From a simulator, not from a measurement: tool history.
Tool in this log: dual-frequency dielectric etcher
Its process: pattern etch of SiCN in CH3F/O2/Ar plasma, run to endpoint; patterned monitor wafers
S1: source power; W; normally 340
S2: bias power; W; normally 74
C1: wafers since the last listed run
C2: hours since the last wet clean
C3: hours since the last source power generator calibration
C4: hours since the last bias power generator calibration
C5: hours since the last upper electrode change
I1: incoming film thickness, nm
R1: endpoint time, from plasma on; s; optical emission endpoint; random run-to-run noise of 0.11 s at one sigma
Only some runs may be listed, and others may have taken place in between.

{"run": 1, "hour": 0.0, "S1": 340, "S2": 74, "C1": 0, "C2": 328.8, "C3": 1000.8, "C4": 2263.7, "C5": 2646.9, "I1": 6.66, "R1": 19}
{"run": 2, "hour": 106.5, "S1": 340, "S2": 74, "C1": 1431, "C2": 435.3, "C3": 1107.3, "C4": 2370.2, "C5": 2753.4, "I1": 6.75, "R1": 18.9}
{"run": 3, "hour": 188.0, "S1": 340, "S2": 74, "C1": 1095, "C2": 516.8, "C3": 1188.8, "C4": 2451.7, "C5": 2834.9, "I1": 6.74, "R1": 18.8}
{"run": 4, "hour": 264.7, "S1": 340, "S2": 74, "C1": 1031, "C2": 593.5, "C3": 1265.5, "C4": 2528.4, "C5": 2911.6, "I1": 6.67, "R1": 18.2}
{"run": 5, "hour": 320.7, "S1": 340, "S2": 74, "C1": 752, "C2": 649.5, "C3": 1321.5, "C4": 2584.4, "C5": 2967.6, "I1": 6.68, "R1": 18.4}
{"hour": 367.3, "done": "wet clean of the chamber"}
{"run": 6, "hour": 405.1, "S1": 340, "S2": 74, "C1": 812, "C2": 37.8, "C3": 1405.9, "C4": 2668.8, "C5": 3052, "I1": 6.73, "R1": 19.4}
{"run": 7, "hour": 485.7, "S1": 340, "S2": 74, "C1": 1083, "C2": 118.4, "C3": 1486.5, "C4": 2749.4, "C5": 3132.6, "I1": 6.75, "R1": 19.4}
{"run": 8, "hour": 548.2, "S1": 340, "S2": 74, "C1": 840, "C2": 180.9, "C3": 1549, "C4": 2811.9, "C5": 3195.1, "I1": 6.71, "R1": 19.2}
{"run": 9, "hour": 609.9, "S1": 340, "S2": 74, "C1": 829, "C2": 242.6, "C3": 1610.7, "C4": 2873.6, "C5": 3256.8, "I1": 6.75, "R1": 19.2}
{"run": 10, "hour": 675.0, "S1": 340, "S2": 74, "C1": 875, "C2": 307.7, "C3": 1675.8, "C4": 2938.7, "C5": 3321.9, "I1": 6.66, "R1": 18.9}
{"run": 11, "hour": 754.9, "S1": 340, "S2": 74, "C1": 1074, "C2": 387.6, "C3": 1755.7, "C4": 3018.6, "C5": 3401.8, "I1": 6.7, "R1": 18.8}
{"run": 12, "hour": 835.0, "S1": 270, "S2": 74, "C1": 1076, "C2": 467.7, "C3": 1835.8, "C4": 3098.7, "C5": 3481.9, "I1": 6.71, "R1": 21.2}
{"run": 13, "hour": 1016.3, "S1": 320, "S2": 74, "C1": 2437, "C2": 649, "C3": 2017.1, "C4": 3280, "C5": 3663.2, "I1": 6.71, "R1": 19}
{"hour": 1055.8, "done": "wet clean of the chamber"}
{"run": 14, "hour": 1118.5, "S1": 400, "S2": 67, "C1": 1051, "C2": 62.7, "C3": 2119.3, "C4": 3382.2, "C5": 3765.4, "I1": 6.69, "R1": 18.1}
{"hour": 1172.8, "done": "upper electrode replaced"}
{"run": 15, "hour": 1221.6, "S1": 400, "S2": 85, "C1": 1063, "C2": 165.8, "C3": 2222.4, "C4": 3485.3, "C5": 48.8, "I1": 6.7, "R1": 16.2}
{"run": 16, "hour": 1266.9, "S1": 340, "S2": 74, "C1": 609, "C2": 211.1, "C3": 2267.7, "C4": 3530.6, "C5": 94.1, "I1": 6.72, "R1": 18.8}
{"run": 17, "hour": 1354.3, "S1": 340, "S2": 79, "C1": 1174, "C2": 298.5, "C3": 2355.1, "C4": 3618, "C5": 181.5, "I1": 6.67, "R1": 18}
{"run": 18, "hour": 1433.5, "S1": 320, "S2": 74, "C1": 1064, "C2": 377.7, "C3": 2434.3, "C4": 3697.2, "C5": 260.7, "I1": 6.66, "R1": 19.1}
{"hour": 1442.0, "done": "bias power generator calibrated"}
{"hour": 1445.5, "done": "source power generator calibrated"}
{"run": 19, "hour": 1534.5, "S1": 300, "S2": 74, "C1": 1257, "C2": 478.7, "C3": 89, "C4": 92.5, "C5": 361.7, "I1": 6.71, "R1": 20.4}
{"run": 20, "hour": 1626.3, "S1": 270, "S2": 81, "C1": 1234, "C2": 570.5, "C3": 180.8, "C4": 184.3, "C5": 453.5, "I1": 6.68, "R1": 20.5}
{"run": 21, "hour": 1692.9, "S1": 390, "S2": 90, "C1": 895, "C2": 637.1, "C3": 247.4, "C4": 250.9, "C5": 520.1, "I1": 6.73, "R1": 15.8}
{"run": 22, "hour": 1768.1, "S1": 340, "S2": 74, "C1": 1010, "C2": 712.3, "C3": 322.6, "C4": 326.1, "C5": 595.3, "I1": 6.77, "R1": 18.8}
{"hour": 1880.2, "done": "wet clean of the chamber"}
{"run": 23, "hour": 2049.8, "S1": 340, "S2": 74, "C1": 3464, "C2": 169.6, "C3": 604.3, "C4": 607.8, "C5": 877, "I1": 6.69, "R1": 19}
{"run": 24, "hour": 2126.7, "S1": 280, "S2": 74, "C1": 1033, "C2": 246.5, "C3": 681.2, "C4": 684.7, "C5": 953.9, "I1": 6.72, "R1": 21.2}
{"run": 25, "hour": 2185.8, "S1": 400, "S2": 59, "C1": 794, "C2": 305.6, "C3": 740.3, "C4": 743.8, "C5": 1013, "I1": 6.62, "R1": 19.1}
{"run": 26, "hour": 2293.3, "S1": 370, "S2": 89, "C1": 1445, "C2": 413.1, "C3": 847.8, "C4": 851.3, "C5": 1120.5, "I1": 6.62, "R1": 16.3}
{"run": 27, "hour": 2331.0, "S1": 390, "S2": 92, "C1": 506, "C2": 450.8, "C3": 885.5, "C4": 889, "C5": 1158.2, "I1": 6.77, "R1": 15.7}
{"run": 28, "hour": 2388.8, "S1": 410, "S2": 74, "C1": 777, "C2": 508.6, "C3": 943.3, "C4": 946.8, "C5": 1216, "I1": 6.66, "R1": 16.7}
{"run": 29, "hour": 2480.5, "S1": 340, "S2": 74, "C1": 1232, "C2": 600.3, "C3": 1035, "C4": 1038.5, "C5": 1307.7, "I1": 6.7, "R1": 18.5}
{"run": 30, "hour": 2567.0, "S1": 310, "S2": 60, "C1": 1162, "C2": 686.8, "C3": 1121.5, "C4": 1125, "C5": 1394.2, "I1": 6.66, "R1": 21.4}
{"run": 31, "hour": 2635.7, "S1": 280, "S2": 88, "C1": 923, "C2": 755.5, "C3": 1190.2, "C4": 1193.7, "C5": 1462.9, "I1": 6.76, "R1": 19}
{"run": 32, "hour": 2675.7, "S1": 340, "S2": 74, "C1": 537, "C2": 795.5, "C3": 1230.2, "C4": 1233.7, "C5": 1502.9, "I1": 6.67, "R1": 18.1}
{"hour": 2725.7, "done": "wet clean of the chamber"}
{"run": 33, "hour": 2726.2, "S1": 340, "S2": 74, "C1": 356, "C2": 0.5, "C3": 1280.7, "C4": 1284.2, "C5": 1553.4, "I1": 6.67, "R1": 19.2}
{"run": 34, "hour": 2809.1, "S1": 340, "S2": 74, "C1": 1114, "C2": 83.4, "C3": 1363.6, "C4": 1367.1, "C5": 1636.3, "I1": 6.63, "R1": 18.8}

Hidden state at the last listed run before each entry between runs and at the first one after, where it differs:
Run 5 -> run 6: wet clean of the chamber (hour 367.3)
  etch rate over this chamber's usual, %: 4.15 -> -0.488; source power that arrives over what is set, %: 3 -> 3.18
  measured value less the no-hidden-state value, R1: -1.1 -> -0.3 s
Run 13 -> run 14: wet clean of the chamber (hour 1055.8)
  etch rate over this chamber's usual, %: 3.9 -> 0.495; source power that arrives over what is set, %: 4.49 -> 4.71
  measured value less the no-hidden-state value, R1: -1.2 -> -0.6 s
Run 14 -> run 15: upper electrode replaced (hour 1172.8)
  etch rate over this chamber's usual, %: 0.495 -> 1.24; source power that arrives over what is set, %: 4.71 -> 4.93
  measured value less the no-hidden-state value, R1: -0.6 -> -0.6 s
Run 18 -> run 19: bias power generator calibrated (hour 1442); source power generator calibrated (hour 1445.5)
  etch rate over this chamber's usual, %: 2.76 -> 3.48; source power that arrives over what is set, %: 5.39 -> 0.463
  measured value less the no-hidden-state value, R1: -1.1 -> -0.8 s
Run 22 -> run 23: wet clean of the chamber (hour 1880.2)
  etch rate over this chamber's usual, %: 5.16 -> 1.42; source power that arrives over what is set, %: 0.965 -> 1.57
  measured value less the no-hidden-state value, R1: -1 -> -0.5 s
Run 32 -> run 33: wet clean of the chamber (hour 2725.7)
  etch rate over this chamber's usual, %: 5.91 -> 0.0784; source power that arrives over what is set, %: 2.92 -> 3.02
  measured value less the no-hidden-state value, R1: -1.4 -> -0.4 s
